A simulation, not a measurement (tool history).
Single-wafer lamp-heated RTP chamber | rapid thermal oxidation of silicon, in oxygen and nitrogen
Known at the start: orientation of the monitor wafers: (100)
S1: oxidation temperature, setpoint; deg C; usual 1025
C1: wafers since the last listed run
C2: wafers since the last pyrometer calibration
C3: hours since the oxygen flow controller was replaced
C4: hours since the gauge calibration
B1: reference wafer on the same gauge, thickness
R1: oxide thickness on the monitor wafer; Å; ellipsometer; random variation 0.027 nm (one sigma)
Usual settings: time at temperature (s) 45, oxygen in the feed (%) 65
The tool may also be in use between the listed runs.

{"run": 1, "hour": 0.0, "S1": 1025, "time at temperature (s)": 45, "oxygen in the feed (%)": 65, "C1": 0, "C2": 4081, "C3": 4912.6, "C4": 185.3, "B1": 6.58, "R1": 57.46}
{"run": 2, "hour": 6.2, "S1": 1025, "time at temperature (s)": 45, "oxygen in the feed (%)": 65, "C1": 59, "C2": 4141, "C3": 4918.8, "C4": 191.5, "B1": 6.583, "R1": 57.53}
{"run": 3, "hour": 47.1, "S1": 1025, "time at temperature (s)": 45, "oxygen in the feed (%)": 65, "C1": 392, "C2": 4534, "C3": 4959.7, "C4": 232.4, "B1": 6.584, "R1": 57.39}
{"run": 4, "hour": 57.8, "S1": 1025, "time at temperature (s)": 36, "oxygen in the feed (%)": 86, "C1": 102, "C2": 4636, "C3": 4970.4, "C4": 243.1, "B1": 6.573, "R1": 58.15}
{"run": 5, "hour": 68.1, "S1": 1025, "time at temperature (s)": 36, "oxygen in the feed (%)": 86, "C1": 98, "C2": 4735, "C3": 4980.7, "C4": 253.4, "B1": 6.584, "R1": 57.53}
{"run": 6, "hour": 85.5, "S1": 1025, "time at temperature (s)": 36, "oxygen in the feed (%)": 86, "C1": 167, "C2": 4902, "C3": 4998.1, "C4": 270.8, "B1": 6.575, "R1": 57.23}
{"run": 7, "hour": 95.8, "S1": 1025, "time at temperature (s)": 45, "oxygen in the feed (%)": 65, "C1": 98, "C2": 5001, "C3": 5008.4, "C4": 281.1, "B1": 6.576, "R1": 57.47}
{"run": 8, "hour": 103.2, "S1": 1025, "time at temperature (s)": 45, "oxygen in the feed (%)": 65, "C1": 71, "C2": 5073, "C3": 5015.8, "C4": 288.5, "B1": 6.574, "R1": 57.24}
{"run": 9, "hour": 120.0, "S1": 1025, "time at temperature (s)": 45, "oxygen in the feed (%)": 65, "C1": 161, "C2": 5234, "C3": 5032.6, "C4": 305.3, "B1": 6.571, "R1": 57.27}
{"run": 10, "hour": 130.4, "S1": 1048, "time at temperature (s)": 45, "oxygen in the feed (%)": 72, "C1": 99, "C2": 5334, "C3": 5043.0, "C4": 315.7, "B1": 6.585, "R1": 70.3}
{"run": 11, "hour": 137.7, "S1": 1025, "time at temperature (s)": 45, "oxygen in the feed (%)": 65, "C1": 70, "C2": 5404, "C3": 5050.3, "C4": 323.0, "B1": 6.58, "R1": 57.56}
{"run": 12, "hour": 152.9, "S1": 1025, "time at temperature (s)": 45, "oxygen in the feed (%)": 65, "C1": 146, "C2": 5550, "C3": 5065.5, "C4": 338.2, "B1": 6.586, "R1": 57.55}
{"run": 13, "hour": 168.2, "S1": 1025, "time at temperature (s)": 45, "oxygen in the feed (%)": 65, "C1": 147, "C2": 5697, "C3": 5080.8, "C4": 353.5, "B1": 6.577, "R1": 57.67}
{"run": 14, "hour": 184.7, "S1": 1025, "time at temperature (s)": 45, "oxygen in the feed (%)": 65, "C1": 158, "C2": 5856, "C3": 5097.3, "C4": 370.0, "B1": 6.579, "R1": 57.59}
{"run": 15, "hour": 195.6, "S1": 1025, "time at temperature (s)": 45, "oxygen in the feed (%)": 65, "C1": 104, "C2": 5960, "C3": 5108.2, "C4": 380.9, "B1": 6.583, "R1": 57.26}
{"run": 16, "hour": 204.0, "S1": 1025, "time at temperature (s)": 45, "oxygen in the feed (%)": 65, "C1": 80, "C2": 6041, "C3": 5116.6, "C4": 389.3, "B1": 6.577, "R1": 58.17}
{"run": 17, "hour": 220.7, "S1": 1025, "time at temperature (s)": 45, "oxygen in the feed (%)": 65, "C1": 160, "C2": 6202, "C3": 5133.3, "C4": 406.0, "B1": 6.58, "R1": 57.81}
{"run": 18, "hour": 231.1, "S1": 1025, "time at temperature (s)": 45, "oxygen in the feed (%)": 65, "C1": 99, "C2": 6302, "C3": 5143.7, "C4": 416.4, "B1": 6.58, "R1": 57.53}
{"run": 19, "hour": 245.0, "S1": 1025, "time at temperature (s)": 45, "oxygen in the feed (%)": 65, "C1": 133, "C2": 6435, "C3": 5157.6, "C4": 430.3, "B1": 6.575, "R1": 57.26}
{"run": 20, "hour": 258.7, "S1": 1025, "time at temperature (s)": 45, "oxygen in the feed (%)": 56, "C1": 131, "C2": 6567, "C3": 5171.3, "C4": 444.0, "B1": 6.588, "R1": 54.66}
{"hour": 273.9, "done": "pyrometer window cleaned and pyrometer calibrated"}
{"run": 21, "hour": 274.4, "S1": 1049, "time at temperature (s)": 45, "oxygen in the feed (%)": 65, "C1": 73, "C2": 4, "C3": 5187.0, "C4": 459.7, "B1": 6.584, "R1": 67.46}
{"run": 22, "hour": 278.3, "S1": 1036, "time at temperature (s)": 35, "oxygen in the feed (%)": 65, "C1": 37, "C2": 41, "C3": 5190.9, "C4": 463.6, "B1": 6.584, "R1": 55.54}
{"hour": 293.2, "done": "gauge calibrated"}
{"run": 23, "hour": 295.1, "S1": 1025, "time at temperature (s)": 45, "oxygen in the feed (%)": 65, "C1": 161, "C2": 203, "C3": 5207.7, "C4": 1.9, "B1": 6.581, "R1": 57.87}
{"run": 24, "hour": 303.6, "S1": 1025, "time at temperature (s)": 45, "oxygen in the feed (%)": 65, "C1": 81, "C2": 284, "C3": 5216.2, "C4": 10.4, "B1": 6.581, "R1": 57.05}
{"run": 25, "hour": 311.3, "S1": 1050, "time at temperature (s)": 29, "oxygen in the feed (%)": 65, "C1": 73, "C2": 358, "C3": 5223.9, "C4": 18.1, "B1": 6.58, "R1": 56.62}
{"hour": 362.3, "done": "oxygen flow controller replaced"}
{"run": 26, "hour": 362.8, "S1": 1025, "time at temperature (s)": 45, "oxygen in the feed (%)": 65, "C1": 417, "C2": 776, "C3": 0.5, "C4": 69.6, "B1": 6.576, "R1": 58.01}
{"run": 27, "hour": 365.8, "S1": 1025, "time at temperature (s)": 45, "oxygen in the feed (%)": 76, "C1": 28, "C2": 805, "C3": 3.5, "C4": 72.6, "B1": 6.58, "R1": 60.49}
{"run": 28, "hour": 378.5, "S1": 1025, "time at temperature (s)": 45, "oxygen in the feed (%)": 65, "C1": 122, "C2": 927, "C3": 16.2, "C4": 85.3, "B1": 6.591, "R1": 57.47}
{"run": 29, "hour": 386.4, "S1": 1025, "time at temperature (s)": 54, "oxygen in the feed (%)": 65, "C1": 75, "C2": 1003, "C3": 24.1, "C4": 93.2, "B1": 6.587, "R1": 61.95}
{"run": 30, "hour": 395.6, "S1": 1025, "time at temperature (s)": 45, "oxygen in the feed (%)": 38, "C1": 88, "C2": 1092, "C3": 33.3, "C4": 102.4, "B1": 6.571, "R1": 48.25}
{"run": 31, "hour": 407.5, "S1": 1025, "time at temperature (s)": 35, "oxygen in the feed (%)": 65, "C1": 114, "C2": 1206, "C3": 45.2, "C4": 114.3, "B1": 6.585, "R1": 51.32}
{"run": 32, "hour": 424.4, "S1": 1009, "time at temperature (s)": 59, "oxygen in the feed (%)": 94, "C1": 162, "C2": 1368, "C3": 62.1, "C4": 131.2, "B1": 6.585, "R1": 65.29}
{"run": 33, "hour": 440.3, "S1": 1015, "time at temperature (s)": 24, "oxygen in the feed (%)": 65, "C1": 152, "C2": 1521, "C3": 78.0, "C4": 147.1, "B1": 6.571, "R1": 41.22}
{"run": 34, "hour": 453.3, "S1": 1025, "time at temperature (s)": 45, "oxygen in the feed (%)": 65, "C1": 124, "C2": 1646, "C3": 91.0, "C4": 160.1, "B1": 6.577, "R1": 57.55}
{"run": 35, "hour": 464.6, "S1": 1015, "time at temperature (s)": 24, "oxygen in the feed (%)": 65, "C1": 108, "C2": 1755, "C3": 102.3, "C4": 171.4, "B1": 6.584, "R1": 41.59}
{"run": 36, "hour": 473.9, "S1": 1025, "time at temperature (s)": 45, "oxygen in the feed (%)": 65, "C1": 89, "C2": 1844, "C3": 111.6, "C4": 180.7, "B1": 6.573, "R1": 57.83}
{"run": 37, "hour": 488.1, "S1": 1012, "time at temperature (s)": 52, "oxygen in the feed (%)": 53, "C1": 136, "C2": 1980, "C3": 125.8, "C4": 194.9, "B1": 6.579, "R1": 51.76}
{"run": 38, "hour": 499.2, "S1": 1025, "time at temperature (s)": 31, "oxygen in the feed (%)": 44, "C1": 106, "C2": 2087, "C3": 136.9, "C4": 206.0, "B1": 6.571, "R1": 43.09}
{"run": 39, "hour": 517.6, "S1": 1025, "time at temperature (s)": 45, "oxygen in the feed (%)": 65, "C1": 176, "C2": 2264, "C3": 155.3, "C4": 224.4, "B1": 6.575, "R1": 57.34}

Forecast each of these 3 alternatives for the next run:
{"run": "A", "hour": 518.1, "S1": 1017, "time at temperature (s)": 45, "oxygen in the feed (%)": 65, "C1": 4, "C2": 2269, "C3": 155.8, "C4": 224.9, "B1": "?", "R1": "?"}
{"run": "B", "hour": 518.1, "S1": 1009, "time at temperature (s)": 45, "oxygen in the feed (%)": 65, "C1": 4, "C2": 2269, "C3": 155.8, "C4": 224.9, "B1": "?", "R1": "?"}
{"run": "C", "hour": 518.1, "S1": 1003, "time at temperature (s)": 35, "oxygen in the feed (%)": 91, "C1": 4, "C2": 2269, "C3": 155.8, "C4": 224.9, "B1": "?", "R1": "?"}

run=A B1=6.591 R1=54.86
run=B B1=6.591 R1=51.90
run=C B1=6.591 R1=50.15
Without the tool's hidden state the same runs would have given:
run=A R1=54.86
run=B R1=51.90
run=C R1=50.15

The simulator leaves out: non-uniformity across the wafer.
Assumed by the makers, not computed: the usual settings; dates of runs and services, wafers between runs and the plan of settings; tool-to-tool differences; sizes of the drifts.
